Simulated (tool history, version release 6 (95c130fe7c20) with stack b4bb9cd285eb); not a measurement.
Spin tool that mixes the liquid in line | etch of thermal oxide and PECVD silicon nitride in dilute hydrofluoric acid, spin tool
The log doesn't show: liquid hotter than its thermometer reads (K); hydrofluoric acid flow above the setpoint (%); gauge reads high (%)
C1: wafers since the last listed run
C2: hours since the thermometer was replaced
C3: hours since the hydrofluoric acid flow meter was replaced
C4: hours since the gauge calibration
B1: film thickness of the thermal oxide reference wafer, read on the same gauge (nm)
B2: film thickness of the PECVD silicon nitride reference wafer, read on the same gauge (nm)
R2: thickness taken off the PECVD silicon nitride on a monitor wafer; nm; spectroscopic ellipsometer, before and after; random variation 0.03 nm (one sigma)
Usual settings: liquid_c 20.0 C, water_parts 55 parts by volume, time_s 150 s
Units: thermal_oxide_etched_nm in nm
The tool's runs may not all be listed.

{"run": 1, "day": 0.0, "liquid_c": 17.0, "water_parts": 55, "time_s": 150, "C1": 0, "C2": 1778.4, "C3": 988.9, "C4": 1164.8, "B1": 40.01, "B2": 129.987, "thermal_oxide_etched_nm": 11.07, "R2": 3.08}
{"run": 2, "day": 2.221, "liquid_c": 20.0, "water_parts": 55, "time_s": 100, "C1": 532, "C2": 1831.7, "C3": 1042.2, "C4": 1218.1, "B1": 40.0, "B2": 130.025, "thermal_oxide_etched_nm": 8.41, "R2": 2.486}
{"run": 3, "day": 5.392, "liquid_c": 20.0, "water_parts": 55, "time_s": 150, "C1": 760, "C2": 1907.8, "C3": 1118.3, "C4": 1294.2, "B1": 40.01, "B2": 130.011, "thermal_oxide_etched_nm": 12.62, "R2": 3.761}
{"run": 4, "day": 8.717, "liquid_c": 20.0, "water_parts": 55, "time_s": 150, "C1": 797, "C2": 1987.6, "C3": 1198.1, "C4": 1374.0, "B1": 40.0, "B2": 130.045, "thermal_oxide_etched_nm": 12.6, "R2": 3.747}
{"run": 5, "day": 10.571, "liquid_c": 17.5, "water_parts": 55, "time_s": 150, "C1": 444, "C2": 2032.1, "C3": 1242.6, "C4": 1418.5, "B1": 40.0, "B2": 130.04, "thermal_oxide_etched_nm": 11.38, "R2": 3.151}
{"day": 22.138, "done": "gauge calibrated"}
{"run": 6, "day": 23.979, "liquid_c": 17.5, "water_parts": 55, "time_s": 150, "C1": 3214, "C2": 2353.9, "C3": 1564.4, "C4": 44.2, "B1": 40.01, "B2": 130.015, "thermal_oxide_etched_nm": 11.37, "R2": 3.163}
{"run": 7, "day": 26.421, "liquid_c": 20.0, "water_parts": 55, "time_s": 150, "C1": 585, "C2": 2412.5, "C3": 1623.0, "C4": 102.8, "B1": 40.01, "B2": 130.029, "thermal_oxide_etched_nm": 12.74, "R2": 3.769}
{"day": 30.0, "done": "hydrofluoric acid flow meter replaced"}
{"run": 8, "day": 30.271, "liquid_c": 20.0, "water_parts": 35, "time_s": 150, "C1": 912, "C2": 2504.9, "C3": 6.5, "C4": 195.2, "B1": 39.99, "B2": 130.01, "thermal_oxide_etched_nm": 20.86, "R2": 5.969}
{"run": 9, "day": 34.275, "liquid_c": 18.5, "water_parts": 80, "time_s": 150, "C1": 959, "C2": 2601.0, "C3": 102.6, "C4": 291.3, "B1": 40.01, "B2": 129.993, "thermal_oxide_etched_nm": 8.1, "R2": 2.386}
{"day": 34.971, "done": "thermometer replaced"}
{"run": 10, "day": 36.996, "liquid_c": 17.0, "water_parts": 30, "time_s": 150, "C1": 642, "C2": 48.6, "C3": 167.9, "C4": 356.6, "B1": 40.01, "B2": 130.008, "thermal_oxide_etched_nm": 21.46, "R2": 5.528}
{"run": 11, "day": 39.262, "liquid_c": 23.0, "water_parts": 30, "time_s": 60, "C1": 543, "C2": 103.0, "C3": 222.3, "C4": 411.0, "B1": 39.97, "B2": 129.983, "thermal_oxide_etched_nm": 11.09, "R2": 3.367}
{"run": 12, "day": 43.383, "liquid_c": 22.5, "water_parts": 55, "time_s": 70, "C1": 987, "C2": 201.9, "C3": 321.2, "C4": 509.9, "B1": 40.01, "B2": 129.992, "thermal_oxide_etched_nm": 6.68, "R2": 2.123}
{"day": 43.558, "done": "hydrofluoric acid flow meter replaced, repeated, since the last time left the tool worse"}
{"run": 13, "day": 44.971, "liquid_c": 20.0, "water_parts": 55, "time_s": 150, "C1": 370, "C2": 240.0, "C3": 33.9, "C4": 548.0, "B1": 40.01, "B2": 129.986, "thermal_oxide_etched_nm": 12.47, "R2": 3.775}
{"run": 14, "day": 46.921, "liquid_c": 20.0, "water_parts": 55, "time_s": 150, "C1": 467, "C2": 286.8, "C3": 80.7, "C4": 594.8, "B1": 40.0, "B2": 130.008, "thermal_oxide_etched_nm": 12.46, "R2": 3.751}
{"run": 15, "day": 50.688, "liquid_c": 18.5, "water_parts": 80, "time_s": 150, "C1": 902, "C2": 377.2, "C3": 171.1, "C4": 685.2, "B1": 39.99, "B2": 129.992, "thermal_oxide_etched_nm": 7.87, "R2": 2.335}
{"run": 16, "day": 54.275, "liquid_c": 18.0, "water_parts": 80, "time_s": 210, "C1": 859, "C2": 463.3, "C3": 257.2, "C4": 771.3, "B1": 40.03, "B2": 129.968, "thermal_oxide_etched_nm": 10.81, "R2": 3.139}

Forecast each of these 4 alternatives for the next run:
{"run": "A", "day": 54.296, "liquid_c": 25.0, "water_parts": 55, "time_s": 150, "C1": 4, "C2": 463.8, "C3": 257.7, "C4": 771.8, "B1": "?", "B2": "?", "thermal_oxide_etched_nm": "?", "R2": "?"}
{"run": "B", "day": 54.296, "liquid_c": 24.5, "water_parts": 55, "time_s": 85, "C1": 4, "C2": 463.8, "C3": 257.7, "C4": 771.8, "B1": "?", "B2": "?", "thermal_oxide_etched_nm": "?", "R2": "?"}
{"run": "C", "day": 54.296, "liquid_c": 20.0, "water_parts": 75, "time_s": 70, "C1": 4, "C2": 463.8, "C3": 257.7, "C4": 771.8, "B1": "?", "B2": "?", "thermal_oxide_etched_nm": "?", "R2": "?"}
{"run": "D", "day": 54.296, "liquid_c": 21.5, "water_parts": 40, "time_s": 190, "C1": 4, "C2": 463.8, "C3": 257.7, "C4": 771.8, "B1": "?", "B2": "?", "thermal_oxide_etched_nm": "?", "R2": "?"}

run=A B1=40.00 B2=129.971 thermal_oxide_etched_nm=15.48 R2=5.236
run=B B1=40.00 B2=129.971 thermal_oxide_etched_nm=8.60 R2=2.869
run=C B1=40.00 B2=129.971 thermal_oxide_etched_nm=4.21 R2=1.285
run=D B1=40.00 B2=129.971 thermal_oxide_etched_nm=23.78 R2=7.136
Without the tool's hidden state the same runs would have given:
run=A thermal_oxide_etched_nm=15.35 R2=5.196
run=B thermal_oxide_etched_nm=8.53 R2=2.848
run=C thermal_oxide_etched_nm=4.17 R2=1.275
run=D thermal_oxide_etched_nm=23.59 R2=7.082
